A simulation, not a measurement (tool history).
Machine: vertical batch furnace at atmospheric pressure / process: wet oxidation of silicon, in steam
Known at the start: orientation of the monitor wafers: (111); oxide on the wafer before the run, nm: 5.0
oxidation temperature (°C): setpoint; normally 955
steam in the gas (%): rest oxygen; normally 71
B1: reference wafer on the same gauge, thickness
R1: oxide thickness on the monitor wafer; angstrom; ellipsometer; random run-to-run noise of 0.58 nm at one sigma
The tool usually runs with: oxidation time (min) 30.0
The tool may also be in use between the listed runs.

run 1 day=0.000 | oxidation_temperature_(°C)=955 oxidation_time_(min)=30.0 steam_in_the_gas_(%)=71 | B1=192.30 | R1=1703.1
run 2 day=0.546 | oxidation_temperature_(°C)=955 oxidation_time_(min)=30.0 steam_in_the_gas_(%)=71 | B1=192.29 | R1=1714.0
-- day=1.796 gauge calibrated
run 3 day=2.017 | oxidation_temperature_(°C)=955 oxidation_time_(min)=30.0 steam_in_the_gas_(%)=71 | B1=190.36 | R1=1703.8
run 4 day=2.925 | oxidation_temperature_(°C)=955 oxidation_time_(min)=30.0 steam_in_the_gas_(%)=77 | B1=190.57 | R1=1817.0
run 5 day=4.004 | oxidation_temperature_(°C)=955 oxidation_time_(min)=30.0 steam_in_the_gas_(%)=66 | B1=190.42 | R1=1607.7
run 6 day=4.571 | oxidation_temperature_(°C)=955 oxidation_time_(min)=30.0 steam_in_the_gas_(%)=71 | B1=190.35 | R1=1708.6
run 7 day=5.946 | oxidation_temperature_(°C)=955 oxidation_time_(min)=30.0 steam_in_the_gas_(%)=71 | B1=190.73 | R1=1699.6
-- day=7.579 steam generator serviced
run 8 day=8.867 | oxidation_temperature_(°C)=955 oxidation_time_(min)=30.0 steam_in_the_gas_(%)=71 | B1=191.30 | R1=1710.2
run 9 day=9.692 | oxidation_temperature_(°C)=955 oxidation_time_(min)=30.0 steam_in_the_gas_(%)=71 | B1=191.44 | R1=1721.3
run 10 day=10.979 | oxidation_temperature_(°C)=955 oxidation_time_(min)=30.0 steam_in_the_gas_(%)=71 | B1=191.71 | R1=1719.5
run 11 day=11.996 | oxidation_temperature_(°C)=955 oxidation_time_(min)=36.5 steam_in_the_gas_(%)=60 | B1=192.14 | R1=1752.3
run 12 day=12.992 | oxidation_temperature_(°C)=955 oxidation_time_(min)=30.0 steam_in_the_gas_(%)=71 | B1=192.14 | R1=1720.5
-- day=13.175 gauge calibrated
-- day=14.483 thermocouples replaced and temperature profile calibrated
run 13 day=15.846 | oxidation_temperature_(°C)=955 oxidation_time_(min)=30.0 steam_in_the_gas_(%)=71 | B1=189.84 | R1=1701.8
run 14 day=16.854 | oxidation_temperature_(°C)=955 oxidation_time_(min)=42.0 steam_in_the_gas_(%)=71 | B1=189.95 | R1=2178.8
run 15 day=18.004 | oxidation_temperature_(°C)=937 oxidation_time_(min)=30.0 steam_in_the_gas_(%)=71 | B1=190.13 | R1=1428.7
run 16 day=19.146 | oxidation_temperature_(°C)=976 oxidation_time_(min)=40.5 steam_in_the_gas_(%)=82 | B1=190.06 | R1=2801.3

What does the tool deliver on the next run?
run 17 day=20.412 | oxidation_temperature_(°C)=955 oxidation_time_(min)=30.0 steam_in_the_gas_(%)=81 | B1=? | R1=?

Run 17 produced B1 190.67, R1 1881.2 angstrom.
On a tool with no hidden condition, and with the same random variation, this run would have come out at R1 1876.2 angstrom.

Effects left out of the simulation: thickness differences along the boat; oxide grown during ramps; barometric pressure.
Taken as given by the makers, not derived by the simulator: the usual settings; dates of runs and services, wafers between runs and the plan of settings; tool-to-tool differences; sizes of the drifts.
